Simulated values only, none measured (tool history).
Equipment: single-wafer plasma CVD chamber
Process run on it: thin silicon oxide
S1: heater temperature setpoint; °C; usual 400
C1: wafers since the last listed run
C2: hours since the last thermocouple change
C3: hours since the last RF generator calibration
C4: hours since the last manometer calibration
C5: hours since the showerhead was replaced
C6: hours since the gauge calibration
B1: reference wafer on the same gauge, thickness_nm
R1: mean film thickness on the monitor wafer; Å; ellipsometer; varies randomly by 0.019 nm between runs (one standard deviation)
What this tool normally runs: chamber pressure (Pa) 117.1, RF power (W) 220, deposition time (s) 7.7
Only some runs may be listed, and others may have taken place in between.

{"run": 1, "hour": 0.0, "S1": 400, "chamber pressure (Pa)": 117.1, "RF power (W)": 220, "deposition time (s)": 7.7, "C1": 0, "C2": 1793.7, "C3": 1242.9, "C4": 2313, "C5": 6568.1, "C6": 170.2, "B1": 12.402, "R1": 121.55}
{"run": 2, "hour": 8.8, "S1": 400, "chamber pressure (Pa)": 117.1, "RF power (W)": 220, "deposition time (s)": 7.7, "C1": 354, "C2": 1802.5, "C3": 1251.7, "C4": 2321.8, "C5": 6576.9, "C6": 179, "B1": 12.399, "R1": 121.63}
{"run": 3, "hour": 17.0, "S1": 400, "chamber pressure (Pa)": 117.1, "RF power (W)": 220, "deposition time (s)": 7.7, "C1": 329, "C2": 1810.7, "C3": 1259.9, "C4": 2330, "C5": 6585.1, "C6": 187.2, "B1": 12.411, "R1": 121.9}
{"run": 4, "hour": 32.1, "S1": 400, "chamber pressure (Pa)": 124.3, "RF power (W)": 220, "deposition time (s)": 7.7, "C1": 607, "C2": 1825.8, "C3": 1275, "C4": 2345.1, "C5": 6600.2, "C6": 202.3, "B1": 12.406, "R1": 127.92}
{"run": 5, "hour": 44.7, "S1": 400, "chamber pressure (Pa)": 124.3, "RF power (W)": 220, "deposition time (s)": 7.7, "C1": 506, "C2": 1838.4, "C3": 1287.6, "C4": 2357.7, "C5": 6612.8, "C6": 214.9, "B1": 12.404, "R1": 128.14}
{"run": 6, "hour": 60.6, "S1": 400, "chamber pressure (Pa)": 117.1, "RF power (W)": 220, "deposition time (s)": 7.7, "C1": 639, "C2": 1854.3, "C3": 1303.5, "C4": 2373.6, "C5": 6628.7, "C6": 230.8, "B1": 12.396, "R1": 121.59}
{"run": 7, "hour": 75.8, "S1": 400, "chamber pressure (Pa)": 117.1, "RF power (W)": 245, "deposition time (s)": 7.7, "C1": 611, "C2": 1869.5, "C3": 1318.7, "C4": 2388.8, "C5": 6643.9, "C6": 246, "B1": 12.392, "R1": 125.8}
{"hour": 89.6, "done": "showerhead replaced"}
{"hour": 92.1, "done": "thermocouple changed; heater temperature recalibrated"}
{"run": 8, "hour": 92.6, "S1": 400, "chamber pressure (Pa)": 117.1, "RF power (W)": 220, "deposition time (s)": 7.7, "C1": 253, "C2": 0.5, "C3": 1335.5, "C4": 2405.6, "C5": 3, "C6": 262.8, "B1": 12.396, "R1": 121.78}
{"run": 9, "hour": 92.9, "S1": 400, "chamber pressure (Pa)": 117.1, "RF power (W)": 220, "deposition time (s)": 7.7, "C1": 12, "C2": 0.8, "C3": 1335.8, "C4": 2405.9, "C5": 3.3, "C6": 263.1, "B1": 12.397, "R1": 121.65}
{"run": 10, "hour": 99.0, "S1": 400, "chamber pressure (Pa)": 117.1, "RF power (W)": 220, "deposition time (s)": 7.7, "C1": 245, "C2": 6.9, "C3": 1341.9, "C4": 2412, "C5": 9.4, "C6": 269.2, "B1": 12.403, "R1": 121.84}
{"hour": 107.0, "done": "gauge calibrated"}
{"run": 11, "hour": 130.9, "S1": 400, "chamber pressure (Pa)": 117.1, "RF power (W)": 220, "deposition time (s)": 7.7, "C1": 1283, "C2": 38.8, "C3": 1373.8, "C4": 2443.9, "C5": 41.3, "C6": 23.9, "B1": 12.407, "R1": 121.67}
{"run": 12, "hour": 142.2, "S1": 400, "chamber pressure (Pa)": 117.1, "RF power (W)": 220, "deposition time (s)": 7.7, "C1": 454, "C2": 50.1, "C3": 1385.1, "C4": 2455.2, "C5": 52.6, "C6": 35.2, "B1": 12.399, "R1": 121.42}
{"run": 13, "hour": 153.9, "S1": 400, "chamber pressure (Pa)": 104.7, "RF power (W)": 220, "deposition time (s)": 8.69, "C1": 470, "C2": 61.8, "C3": 1396.8, "C4": 2466.9, "C5": 64.3, "C6": 46.9, "B1": 12.4, "R1": 124.41}
{"run": 14, "hour": 165.5, "S1": 400, "chamber pressure (Pa)": 100.7, "RF power (W)": 220, "deposition time (s)": 8.48, "C1": 466, "C2": 73.4, "C3": 1408.4, "C4": 2478.5, "C5": 75.9, "C6": 58.5, "B1": 12.395, "R1": 116.88}
{"hour": 173.7, "done": "RF generator calibrated"}
{"run": 15, "hour": 174.2, "S1": 400, "chamber pressure (Pa)": 109.1, "RF power (W)": 185, "deposition time (s)": 8.71, "C1": 28, "C2": 82.1, "C3": 0.5, "C4": 2487.2, "C5": 84.6, "C6": 67.2, "B1": 12.392, "R1": 119.89}
{"run": 16, "hour": 179.7, "S1": 400, "chamber pressure (Pa)": 100.5, "RF power (W)": 260, "deposition time (s)": 7.7, "C1": 221, "C2": 87.6, "C3": 6, "C4": 2492.7, "C5": 90.1, "C6": 72.7, "B1": 12.401, "R1": 110.27}
{"run": 17, "hour": 187.4, "S1": 411, "chamber pressure (Pa)": 117.1, "RF power (W)": 200, "deposition time (s)": 6.35, "C1": 309, "C2": 95.3, "C3": 13.7, "C4": 2500.4, "C5": 97.8, "C6": 80.4, "B1": 12.397, "R1": 94.68}
{"hour": 204.4, "done": "capacitance manometer re-zeroed and calibrated"}
{"hour": 208.3, "done": "RF generator calibrated, repeated, since the last time left the tool worse"}
{"run": 18, "hour": 208.8, "S1": 400, "chamber pressure (Pa)": 100.5, "RF power (W)": 260, "deposition time (s)": 7.7, "C1": 383, "C2": 116.7, "C3": 0.5, "C4": 4.4, "C5": 119.2, "C6": 101.8, "B1": 12.399, "R1": 114.37}
{"run": 19, "hour": 218.2, "S1": 408, "chamber pressure (Pa)": 125.5, "RF power (W)": 235, "deposition time (s)": 7.07, "C1": 378, "C2": 126.1, "C3": 9.9, "C4": 13.8, "C5": 128.6, "C6": 111.2, "B1": 12.402, "R1": 122.88}
{"run": 20, "hour": 224.5, "S1": 405, "chamber pressure (Pa)": 144.1, "RF power (W)": 220, "deposition time (s)": 7.7, "C1": 253, "C2": 132.4, "C3": 16.2, "C4": 20.1, "C5": 134.9, "C6": 117.5, "B1": 12.395, "R1": 144.18}
{"run": 21, "hour": 233.1, "S1": 400, "chamber pressure (Pa)": 89.6, "RF power (W)": 240, "deposition time (s)": 7.7, "C1": 346, "C2": 141, "C3": 24.8, "C4": 28.7, "C5": 143.5, "C6": 126.1, "B1": 12.403, "R1": 98.58}
{"run": 22, "hour": 250.1, "S1": 406, "chamber pressure (Pa)": 117.1, "RF power (W)": 265, "deposition time (s)": 7.7, "C1": 684, "C2": 158, "C3": 41.8, "C4": 45.7, "C5": 160.5, "C6": 143.1, "B1": 12.394, "R1": 131.19}
{"run": 23, "hour": 258.4, "S1": 400, "chamber pressure (Pa)": 117.1, "RF power (W)": 245, "deposition time (s)": 6.19, "C1": 333, "C2": 166.3, "C3": 50.1, "C4": 54, "C5": 168.8, "C6": 151.4, "B1": 12.406, "R1": 103.1}
{"run": 24, "hour": 265.4, "S1": 400, "chamber pressure (Pa)": 117.1, "RF power (W)": 220, "deposition time (s)": 7.7, "C1": 281, "C2": 173.3, "C3": 57.1, "C4": 61, "C5": 175.8, "C6": 158.4, "B1": 12.399, "R1": 123.54}

Predict each of these 5 candidate next runs independently; none follows another, all start after run 24:
{"run": "A", "hour": 265.8, "S1": 400, "chamber pressure (Pa)": 117.1, "RF power (W)": 195, "deposition time (s)": 7.7, "C1": 16, "C2": 173.7, "C3": 57.5, "C4": 61.4, "C5": 176.2, "C6": 158.8, "B1": "?", "R1": "?"}
{"run": "B", "hour": 265.8, "S1": 389, "chamber pressure (Pa)": 117.1, "RF power (W)": 220, "deposition time (s)": 8.69, "C1": 16, "C2": 173.7, "C3": 57.5, "C4": 61.4, "C5": 176.2, "C6": 158.8, "B1": "?", "R1": "?"}
{"run": "C", "hour": 265.8, "S1": 400, "chamber pressure (Pa)": 95.5, "RF power (W)": 220, "deposition time (s)": 6.54, "C1": 16, "C2": 173.7, "C3": 57.5, "C4": 61.4, "C5": 176.2, "C6": 158.8, "B1": "?", "R1": "?"}
{"run": "D", "hour": 265.8, "S1": 400, "chamber pressure (Pa)": 135.3, "RF power (W)": 220, "deposition time (s)": 7.7, "C1": 16, "C2": 173.7, "C3": 57.5, "C4": 61.4, "C5": 176.2, "C6": 158.8, "B1": "?", "R1": "?"}
{"run": "E", "hour": 265.8, "S1": 394, "chamber pressure (Pa)": 133.6, "RF power (W)": 220, "deposition time (s)": 8.76, "C1": 16, "C2": 173.7, "C3": 57.5, "C4": 61.4, "C5": 176.2, "C6": 158.8, "B1": "?", "R1": "?"}

run=A B1=12.405 R1=118.58
run=B B1=12.405 R1=140.28
run=C B1=12.405 R1=86.84
run=D B1=12.405 R1=138.58
run=E B1=12.405 R1=156.81
With the hidden condition removed and each run's random variation left untouched, the same runs would have given:
run=A R1=118.74
run=B R1=140.45
run=C R1=86.94
run=D R1=138.75
run=E R1=157
